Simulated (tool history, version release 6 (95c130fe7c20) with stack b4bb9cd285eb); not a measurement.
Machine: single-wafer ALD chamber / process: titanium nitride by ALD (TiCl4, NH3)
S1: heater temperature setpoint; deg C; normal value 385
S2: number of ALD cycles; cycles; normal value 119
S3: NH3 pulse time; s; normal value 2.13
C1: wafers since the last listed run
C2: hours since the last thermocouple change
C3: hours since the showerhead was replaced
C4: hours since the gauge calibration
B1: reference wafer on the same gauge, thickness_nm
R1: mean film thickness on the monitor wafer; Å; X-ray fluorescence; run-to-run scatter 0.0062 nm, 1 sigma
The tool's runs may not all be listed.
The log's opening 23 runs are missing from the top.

run   hour   S1   S2    S3  C1     C2     C3     C4     B1     R1
 24  269.6  400  111  2.13  14   94.2   81.3  364.3  2.371  23.47
     277.4  -- gauge calibrated
 25  284.3  377  103  2.13  30  108.9   96.0    6.9  2.370  21.44
 26  298.0  371   96  1.48  28  122.6  109.7   20.6  2.371  19.24
 27  313.8  385  119  2.13  32  138.4  125.5   36.4  2.369  25.00
 28  331.1  385  119  2.13  35  155.7  142.8   53.7  2.369  24.95
 29  347.1  372  119  1.48  32  171.7  158.8   69.7  2.369  23.92
 30  360.6  377  103  2.13  27  185.2  172.3   83.2  2.368  21.37
 31  369.2  372   98  2.64  17  193.8  180.9   91.8  2.373  20.37
 32  379.7  377  119  1.32  21  204.3  191.4  102.3  2.370  24.19
 33  391.1  379  134  2.35  23  215.7  202.8  113.7  2.368  28.09
 34  408.9  385  119  1.54  36  233.5  220.6  131.5  2.373  24.51
 35  419.0  385  119  2.76  20  243.6  230.7  141.6  2.372  25.14

Run 36 is up next; what results do you expect?
 36  426.3  375  98  1.64  15  250.9  238.0  148.9   ?   ?

Run 36 produced B1 2.371, R1 20.07 Å.
If the tool had no hidden condition, the same run with the same run-to-run variation would have returned R1 20.07 Å.

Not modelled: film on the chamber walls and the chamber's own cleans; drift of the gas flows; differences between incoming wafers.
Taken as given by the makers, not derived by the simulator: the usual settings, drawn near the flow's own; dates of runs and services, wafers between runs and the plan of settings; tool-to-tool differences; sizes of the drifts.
